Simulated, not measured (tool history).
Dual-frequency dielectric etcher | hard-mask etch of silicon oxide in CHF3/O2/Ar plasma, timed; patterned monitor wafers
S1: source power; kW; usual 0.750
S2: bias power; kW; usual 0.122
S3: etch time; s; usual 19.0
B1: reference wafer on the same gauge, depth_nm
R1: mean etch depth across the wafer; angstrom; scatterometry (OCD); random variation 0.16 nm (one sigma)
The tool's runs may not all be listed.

run   hour     S1     S2    S3     B1     R1
  1    0.0  0.620  0.122  19.0  47.71  384.1
  2   44.5  0.620  0.122  19.0  47.69  386.9
  3   72.6  0.620  0.122  19.0  47.72  383.4
     103.4  -- bias power generator calibrated
  4  107.6  0.750  0.122  19.0  47.70  416.1
  5  148.4  0.750  0.122  19.0  47.70  415.3
  6  180.9  0.750  0.122  19.0  47.71  415.5
  7  236.8  0.750  0.104  19.0  47.70  395.5
  8  283.3  0.750  0.104  19.0  47.71  397.2
     359.3  -- wet clean of the chamber
  9  359.8  0.610  0.122  19.0  47.71  382.7
 10  410.4  0.600  0.122  19.0  47.73  379.5
 11  445.0  0.750  0.122  22.5  47.68  490.2
     473.9  -- upper electrode replaced
 12  480.1  0.890  0.148  14.5  47.69  355.7
 13  524.2  0.830  0.101  21.5  47.68  462.8
 14  564.2  0.660  0.134  23.0  47.72  487.7
     605.8  -- gauge calibrated
 15  607.4  0.750  0.122  19.0  47.72  410.1
 16  658.3  0.750  0.092  22.5  47.72  451.3
 17  712.8  0.750  0.122  14.0  47.70  301.2
     747.1  -- wet clean of the chamber
 18  757.7  0.660  0.122  19.0  47.69  390.3

Run 19 comes next. What will it give?
 19  806.6  0.630  0.142  16.5   ?   ?

Run 19 gave B1 47.74, R1 349.9 angstrom.
Without the tool's hidden state the same run would have given R1 354.4 angstrom.
